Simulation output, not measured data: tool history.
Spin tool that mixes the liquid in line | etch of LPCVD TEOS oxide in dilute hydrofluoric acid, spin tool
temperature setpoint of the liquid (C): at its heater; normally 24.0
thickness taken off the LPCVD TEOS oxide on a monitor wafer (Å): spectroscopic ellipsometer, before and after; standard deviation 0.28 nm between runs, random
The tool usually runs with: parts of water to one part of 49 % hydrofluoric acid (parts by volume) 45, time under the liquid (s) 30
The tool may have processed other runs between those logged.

run     day  temperature setpoint of the liquid (C)  parts of water to one part of 49 % hydrofluoric acid (parts by volume)  time under the liquid (s)  wafers since the last listed run  hours since the thermometer was replaced  hours since the hydrofluoric acid flow meter was replaced  hours since the gauge calibration  read-back film thickness of the LPCVD TEOS oxide reference wafer, read on the same gauge (nm)  thickness taken off the LPCVD TEOS oxide on a monitor wafer (Å)
  1   0.000                                    24.0                                                                      45                         30                                 0                                     600.3                                                     1006.8                              542.9                                                                                          90.03                                                            282.1
  2   2.633                                    24.0                                                                      45                         30                              1299                                     663.5                                                     1070.0                              606.1                                                                                          90.00                                                            284.5
  3   5.171                                    24.0                                                                      45                         30                              1252                                     724.4                                                     1130.9                              667.0                                                                                          90.03                                                            283.8
  4   9.817                                    24.0                                                                      60                         30                              2292                                     835.9                                                     1242.4                              778.5                                                                                          90.02                                                            212.0
  5  10.946                                    24.0                                                                      45                         30                               557                                     863.0                                                     1269.5                              805.6                                                                                          89.96                                                            285.7
  6  13.250                                    24.0                                                                      45                         30                              1136                                     918.3                                                     1324.8                              860.9                                                                                          89.98                                                            282.1
  7  14.621                                    24.0                                                                      45                         30                               676                                     951.2                                                     1357.7                              893.8                                                                                          89.97                                                            280.4
  8  16.067                                    24.0                                                                      45                         30                               713                                     985.9                                                     1392.4                              928.5                                                                                          89.99                                                            285.4
     17.200  -- hydrofluoric acid flow meter replaced
  9  17.688                                    24.0                                                                      45                         30                               779                                    1024.8                                                       11.7                              967.4                                                                                          89.99                                                            266.9
 10  20.679                                    24.0                                                                      45                         30                              1476                                    1096.6                                                       83.5                             1039.2                                                                                          90.01                                                            266.8
 11  22.642                                    24.0                                                                      45                         30                               968                                    1143.7                                                      130.6                             1086.3                                                                                          90.00                                                            269.5
     23.517  -- gauge calibrated
 12  24.512                                    24.0                                                                      40                         35                               923                                    1188.6                                                      175.5                               23.9                                                                                          89.97                                                            354.8
 13  25.562                                    24.0                                                                      45                         30                               518                                    1213.8                                                      200.7                               49.1                                                                                          89.99                                                            270.9
 14  26.588                                    22.5                                                                      25                         50                               505                                    1238.4                                                      225.3                               73.7                                                                                          90.00                                                            780.4
 15  29.196                                    27.5                                                                      25                         15                              1286                                    1301.0                                                      287.9                              136.3                                                                                          90.00                                                            287.0
 16  30.517                                    22.5                                                                      45                         50                               651                                    1332.7                                                      319.6                              168.0                                                                                          90.00                                                            420.9
     32.175  -- thermometer replaced
 17  32.579                                    24.0                                                                      45                         30                               997                                       9.7                                                      369.1                              217.5                                                                                          90.00                                                            288.9
 18  34.700                                    19.0                                                                      30                         45                              1046                                      60.6                                                      420.0                              268.4                                                                                          89.98                                                            547.2
 19  36.550                                    21.5                                                                      55                         15                               912                                     105.0                                                      464.4                              312.8                                                                                          90.00                                                            105.4
 20  38.325                                    24.0                                                                      40                         50                               875                                     147.6                                                      507.0                              355.4                                                                                          89.99                                                            554.2
 21  40.367                                    26.5                                                                      30                         30                              1007                                     196.6                                                      556.0                              404.4                                                                                          90.00                                                            488.8
 22  41.879                                    24.0                                                                      45                         30                               746                                     232.9                                                      592.3                              440.7                                                                                          90.00                                                            293.1
 23  43.379                                    24.0                                                                      30                         30                               740                                     268.9                                                      628.3                              476.7                                                                                          89.98                                                            437.3
 24  45.771                                    24.0                                                                      60                         20                              1180                                     326.3                                                      685.7                              534.1                                                                                          90.01                                                            142.4
 25  46.929                                    19.5                                                                      65                         45                               571                                     354.1                                                      713.5                              561.9                                                                                          90.02                                                            244.8

3 options for the next run, each taken on its own from the tool as it stands now. Forecast them:
  A  46.946                                    24.0                                                                      45                         40                                 8                                     354.5                                                      713.9                              562.3                                                                                              ?                                                                ?
  B  46.946                                    22.5                                                                      60                         40                                 8                                     354.5                                                      713.9                              562.3                                                                                              ?                                                                ?
  C  46.946                                    22.5                                                                      30                         15                                 8                                     354.5                                                      713.9                              562.3                                                                                              ?                                                                ?

run  read-back film thickness of the LPCVD TEOS oxide reference wafer, read on the same gauge (nm)  thickness taken off the LPCVD TEOS oxide on a monitor wafer (Å)
  A                                                                                          89.98                                                            388.2
  B                                                                                          89.98                                                            268.5
  C                                                                                          89.98                                                            208.8
What these runs would have given with no unlogged condition in the tool:
run  thickness taken off the LPCVD TEOS oxide on a monitor wafer (Å)
  A                                                            380.6
  B                                                            263.1
  C                                                            205.1
